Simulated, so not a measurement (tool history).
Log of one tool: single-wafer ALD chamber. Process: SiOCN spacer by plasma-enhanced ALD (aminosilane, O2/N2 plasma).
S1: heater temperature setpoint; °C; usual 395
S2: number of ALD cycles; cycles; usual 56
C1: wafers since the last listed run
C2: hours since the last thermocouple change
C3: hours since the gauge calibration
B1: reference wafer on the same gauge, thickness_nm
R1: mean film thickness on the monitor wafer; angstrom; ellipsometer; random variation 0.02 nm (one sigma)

run 1 hour=0 | S1=395 S2=56 | C1=0 C2=1446.7 C3=63.6 | B1=3.682 | R1=34.89
run 2 hour=45.7 | S1=395 S2=56 | C1=213 C2=1492.4 C3=109.3 | B1=3.668 | R1=35.41
run 3 hour=125.3 | S1=395 S2=56 | C1=371 C2=1572 C3=188.9 | B1=3.665 | R1=34.9
run 4 hour=227.7 | S1=395 S2=56 | C1=478 C2=1674.4 C3=291.3 | B1=3.674 | R1=35.14
run 5 hour=279.5 | S1=395 S2=56 | C1=242 C2=1726.2 C3=343.1 | B1=3.67 | R1=35.5
run 6 hour=354.9 | S1=395 S2=56 | C1=352 C2=1801.6 C3=418.5 | B1=3.668 | R1=35.37
run 7 hour=436.6 | S1=395 S2=56 | C1=381 C2=1883.3 C3=500.2 | B1=3.681 | R1=35.24
-- hour=539.9 thermocouple changed; heater temperature recalibrated
run 8 hour=540.4 | S1=389 S2=56 | C1=447 C2=0.5 C3=604 | B1=3.664 | R1=35.58
run 9 hour=734.9 | S1=410 S2=48 | C1=908 C2=195 C3=798.5 | B1=3.676 | R1=28.89
run 10 hour=818 | S1=395 S2=56 | C1=388 C2=278.1 C3=881.6 | B1=3.673 | R1=35.19
run 11 hour=914 | S1=407 S2=56 | C1=448 C2=374.1 C3=977.6 | B1=3.669 | R1=34.35
-- hour=955.1 gauge calibrated
run 12 hour=999.9 | S1=408 S2=56 | C1=401 C2=460 C3=44.8 | B1=3.677 | R1=34.28
run 13 hour=1096 | S1=395 S2=56 | C1=448 C2=556.1 C3=140.9 | B1=3.674 | R1=35.38
run 14 hour=1144.1 | S1=400 S2=61 | C1=224 C2=604.2 C3=189 | B1=3.668 | R1=38.53
run 15 hour=1223.5 | S1=400 S2=61 | C1=370 C2=683.6 C3=268.4 | B1=3.68 | R1=38.85
run 16 hour=1279.6 | S1=385 S2=53 | C1=262 C2=739.7 C3=324.5 | B1=3.658 | R1=33.33

What differs in the tool's unlogged condition from the final listed run ahead of each entry between runs to the first listed run following it?
After run 7, before run 8: thermocouple changed; heater temperature recalibrated (hour 539.9)
  no hidden state differs between the two runs
After run 11, before run 12: gauge calibrated (hour 955.1)
  no hidden state differs between the two runs

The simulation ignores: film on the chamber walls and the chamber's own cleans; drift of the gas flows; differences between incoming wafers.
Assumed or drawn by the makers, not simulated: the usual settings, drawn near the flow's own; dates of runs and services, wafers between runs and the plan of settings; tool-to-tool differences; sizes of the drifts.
